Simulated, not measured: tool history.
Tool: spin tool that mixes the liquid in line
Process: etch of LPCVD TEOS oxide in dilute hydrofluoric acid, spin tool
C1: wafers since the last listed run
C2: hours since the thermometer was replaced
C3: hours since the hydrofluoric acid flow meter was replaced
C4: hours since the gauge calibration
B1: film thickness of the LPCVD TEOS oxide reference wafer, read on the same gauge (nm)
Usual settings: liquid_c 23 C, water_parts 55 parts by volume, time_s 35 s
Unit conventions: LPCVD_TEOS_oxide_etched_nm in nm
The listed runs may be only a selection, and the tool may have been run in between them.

{"run": 1, "day": 0.0, "liquid_c": 20.5, "water_parts": 55, "time_s": 35, "C1": 0, "C2": 1540.9, "C3": 1265.6, "C4": 212.2, "B1": 79.96, "LPCVD_TEOS_oxide_etched_nm": 11}
{"run": 2, "day": 2.038, "liquid_c": 23, "water_parts": 55, "time_s": 35, "C1": 858, "C2": 1589.8, "C3": 1314.5, "C4": 261.1, "B1": 80.01, "LPCVD_TEOS_oxide_etched_nm": 12.17}
{"run": 3, "day": 5.004, "liquid_c": 23, "water_parts": 55, "time_s": 35, "C1": 1249, "C2": 1661, "C3": 1385.7, "C4": 332.3, "B1": 80.01, "LPCVD_TEOS_oxide_etched_nm": 12.26}
{"run": 4, "day": 7.079, "liquid_c": 23, "water_parts": 60, "time_s": 35, "C1": 874, "C2": 1710.8, "C3": 1435.5, "C4": 382.1, "B1": 80.01, "LPCVD_TEOS_oxide_etched_nm": 11.07}
{"run": 5, "day": 9.504, "liquid_c": 23, "water_parts": 60, "time_s": 35, "C1": 1021, "C2": 1769, "C3": 1493.7, "C4": 440.3, "B1": 80.02, "LPCVD_TEOS_oxide_etched_nm": 11.17}
{"run": 6, "day": 11.833, "liquid_c": 23, "water_parts": 55, "time_s": 35, "C1": 981, "C2": 1824.9, "C3": 1549.6, "C4": 496.2, "B1": 79.99, "LPCVD_TEOS_oxide_etched_nm": 12.34}
{"run": 7, "day": 19.179, "liquid_c": 24.5, "water_parts": 55, "time_s": 35, "C1": 3094, "C2": 2001.2, "C3": 1725.9, "C4": 672.5, "B1": 79.96, "LPCVD_TEOS_oxide_etched_nm": 13.04}
{"run": 8, "day": 21.317, "liquid_c": 23, "water_parts": 55, "time_s": 35, "C1": 900, "C2": 2052.5, "C3": 1777.2, "C4": 723.8, "B1": 80.01, "LPCVD_TEOS_oxide_etched_nm": 12.38}
{"run": 9, "day": 22.933, "liquid_c": 23, "water_parts": 55, "time_s": 35, "C1": 680, "C2": 2091.3, "C3": 1816, "C4": 762.6, "B1": 79.96, "LPCVD_TEOS_oxide_etched_nm": 12.31}
{"run": 10, "day": 25.804, "liquid_c": 23, "water_parts": 55, "time_s": 35, "C1": 1209, "C2": 2160.2, "C3": 1884.9, "C4": 831.5, "B1": 80.01, "LPCVD_TEOS_oxide_etched_nm": 12.48}
{"run": 11, "day": 27.188, "liquid_c": 23, "water_parts": 30, "time_s": 35, "C1": 582, "C2": 2193.4, "C3": 1918.1, "C4": 864.7, "B1": 79.98, "LPCVD_TEOS_oxide_etched_nm": 23.57}
{"run": 12, "day": 29.096, "liquid_c": 23, "water_parts": 30, "time_s": 35, "C1": 803, "C2": 2239.2, "C3": 1963.9, "C4": 910.5, "B1": 80, "LPCVD_TEOS_oxide_etched_nm": 23.23}
{"run": 13, "day": 30.908, "liquid_c": 23, "water_parts": 55, "time_s": 35, "C1": 763, "C2": 2282.7, "C3": 2007.4, "C4": 954, "B1": 80.03, "LPCVD_TEOS_oxide_etched_nm": 12.43}
{"run": 14, "day": 33.092, "liquid_c": 23, "water_parts": 55, "time_s": 35, "C1": 919, "C2": 2335.1, "C3": 2059.8, "C4": 1006.4, "B1": 80, "LPCVD_TEOS_oxide_etched_nm": 12.43}
{"day": 34.267, "done": "hydrofluoric acid flow meter replaced"}
{"run": 15, "day": 35.821, "liquid_c": 23, "water_parts": 55, "time_s": 35, "C1": 1132, "C2": 2400.6, "C3": 37.3, "C4": 1071.9, "B1": 79.98, "LPCVD_TEOS_oxide_etched_nm": 12.84}
{"day": 37.412, "done": "gauge calibrated"}
{"run": 16, "day": 37.954, "liquid_c": 23, "water_parts": 35, "time_s": 35, "C1": 898, "C2": 2451.8, "C3": 88.5, "C4": 13, "B1": 79.98, "LPCVD_TEOS_oxide_etched_nm": 20.74}
{"day": 40.612, "done": "thermometer replaced"}
{"run": 17, "day": 40.679, "liquid_c": 23, "water_parts": 55, "time_s": 35, "C1": 1130, "C2": 1.6, "C3": 153.9, "C4": 78.4, "B1": 80, "LPCVD_TEOS_oxide_etched_nm": 12.99}
{"run": 18, "day": 42.192, "liquid_c": 19.5, "water_parts": 35, "time_s": 15, "C1": 637, "C2": 37.9, "C3": 190.2, "C4": 114.7, "B1": 80, "LPCVD_TEOS_oxide_etched_nm": 7.69}
{"run": 19, "day": 43.717, "liquid_c": 25, "water_parts": 55, "time_s": 35, "C1": 642, "C2": 74.5, "C3": 226.8, "C4": 151.3, "B1": 80.03, "LPCVD_TEOS_oxide_etched_nm": 13.97}
{"day": 45.471, "done": "hydrofluoric acid flow meter replaced, repeated, since the last time left the tool worse"}
{"run": 20, "day": 46.375, "liquid_c": 18.5, "water_parts": 75, "time_s": 20, "C1": 1102, "C2": 138.3, "C3": 21.7, "C4": 215.1, "B1": 79.99, "LPCVD_TEOS_oxide_etched_nm": 4}
{"run": 21, "day": 48.638, "liquid_c": 27.5, "water_parts": 85, "time_s": 55, "C1": 953, "C2": 192.6, "C3": 76, "C4": 269.4, "B1": 80.02, "LPCVD_TEOS_oxide_etched_nm": 13.79}
{"run": 22, "day": 49.975, "liquid_c": 21.5, "water_parts": 55, "time_s": 35, "C1": 563, "C2": 224.7, "C3": 108.1, "C4": 301.5, "B1": 80, "LPCVD_TEOS_oxide_etched_nm": 11.04}
{"run": 23, "day": 51.796, "liquid_c": 18.5, "water_parts": 75, "time_s": 20, "C1": 766, "C2": 268.4, "C3": 151.8, "C4": 345.2, "B1": 80.01, "LPCVD_TEOS_oxide_etched_nm": 3.98}
{"run": 24, "day": 52.992, "liquid_c": 26, "water_parts": 70, "time_s": 55, "C1": 503, "C2": 297.1, "C3": 180.5, "C4": 373.9, "B1": 79.98, "LPCVD_TEOS_oxide_etched_nm": 16.13}
{"run": 25, "day": 54.879, "liquid_c": 25, "water_parts": 80, "time_s": 35, "C1": 795, "C2": 342.4, "C3": 225.8, "C4": 419.2, "B1": 80.01, "LPCVD_TEOS_oxide_etched_nm": 8.5}
{"run": 26, "day": 57.142, "liquid_c": 23, "water_parts": 35, "time_s": 20, "C1": 953, "C2": 396.7, "C3": 280.1, "C4": 473.5, "B1": 80, "LPCVD_TEOS_oxide_etched_nm": 10.93}
{"run": 27, "day": 58.717, "liquid_c": 19, "water_parts": 35, "time_s": 40, "C1": 663, "C2": 434.5, "C3": 317.9, "C4": 511.3, "B1": 80, "LPCVD_TEOS_oxide_etched_nm": 18.43}
{"run": 28, "day": 62.204, "liquid_c": 23, "water_parts": 55, "time_s": 35, "C1": 1469, "C2": 518.2, "C3": 401.6, "C4": 595, "B1": 80.01, "LPCVD_TEOS_oxide_etched_nm": 11.83}
{"run": 29, "day": 64.633, "liquid_c": 23, "water_parts": 45, "time_s": 35, "C1": 1023, "C2": 576.5, "C3": 459.9, "C4": 653.3, "B1": 80, "LPCVD_TEOS_oxide_etched_nm": 14.67}
{"run": 30, "day": 67.283, "liquid_c": 18.5, "water_parts": 55, "time_s": 50, "C1": 1116, "C2": 640.1, "C3": 523.5, "C4": 716.9, "B1": 80.03, "LPCVD_TEOS_oxide_etched_nm": 14.06}
{"run": 31, "day": 68.308, "liquid_c": 27.5, "water_parts": 55, "time_s": 40, "C1": 431, "C2": 664.7, "C3": 548.1, "C4": 741.5, "B1": 79.98, "LPCVD_TEOS_oxide_etched_nm": 16.48}
{"run": 32, "day": 70.271, "liquid_c": 23, "water_parts": 55, "time_s": 35, "C1": 826, "C2": 711.8, "C3": 595.2, "C4": 788.6, "B1": 79.98, "LPCVD_TEOS_oxide_etched_nm": 12.01}
{"run": 33, "day": 72.483, "liquid_c": 18.5, "water_parts": 35, "time_s": 45, "C1": 931, "C2": 764.9, "C3": 648.3, "C4": 841.7, "B1": 79.99, "LPCVD_TEOS_oxide_etched_nm": 20.41}

Each row is a separate what-if for the run after 33, all from the same tool condition, not one after another. Results?
{"run": "A", "day": 72.5, "liquid_c": 23, "water_parts": 75, "time_s": 35, "C1": 7, "C2": 765.3, "C3": 648.7, "C4": 842.1, "B1": "?", "LPCVD_TEOS_oxide_etched_nm": "?"}
{"run": "B", "day": 72.5, "liquid_c": 23, "water_parts": 55, "time_s": 20, "C1": 7, "C2": 765.3, "C3": 648.7, "C4": 842.1, "B1": "?", "LPCVD_TEOS_oxide_etched_nm": "?"}
{"run": "C", "day": 72.5, "liquid_c": 26.5, "water_parts": 25, "time_s": 45, "C1": 7, "C2": 765.3, "C3": 648.7, "C4": 842.1, "B1": "?", "LPCVD_TEOS_oxide_etched_nm": "?"}
{"run": "D", "day": 72.5, "liquid_c": 28, "water_parts": 35, "time_s": 35, "C1": 7, "C2": 765.3, "C3": 648.7, "C4": 842.1, "B1": "?", "LPCVD_TEOS_oxide_etched_nm": "?"}

run=A B1=80.02 LPCVD_TEOS_oxide_etched_nm=8.6
run=B B1=80.02 LPCVD_TEOS_oxide_etched_nm=6.87
run=C B1=80.02 LPCVD_TEOS_oxide_etched_nm=40.91
run=D B1=80.02 LPCVD_TEOS_oxide_etched_nm=23.82
Stripped of hidden state, with their random variation kept, the same runs would have yielded:
run=A LPCVD_TEOS_oxide_etched_nm=8.37
run=B LPCVD_TEOS_oxide_etched_nm=6.69
run=C LPCVD_TEOS_oxide_etched_nm=39.86
run=D LPCVD_TEOS_oxide_etched_nm=23.2
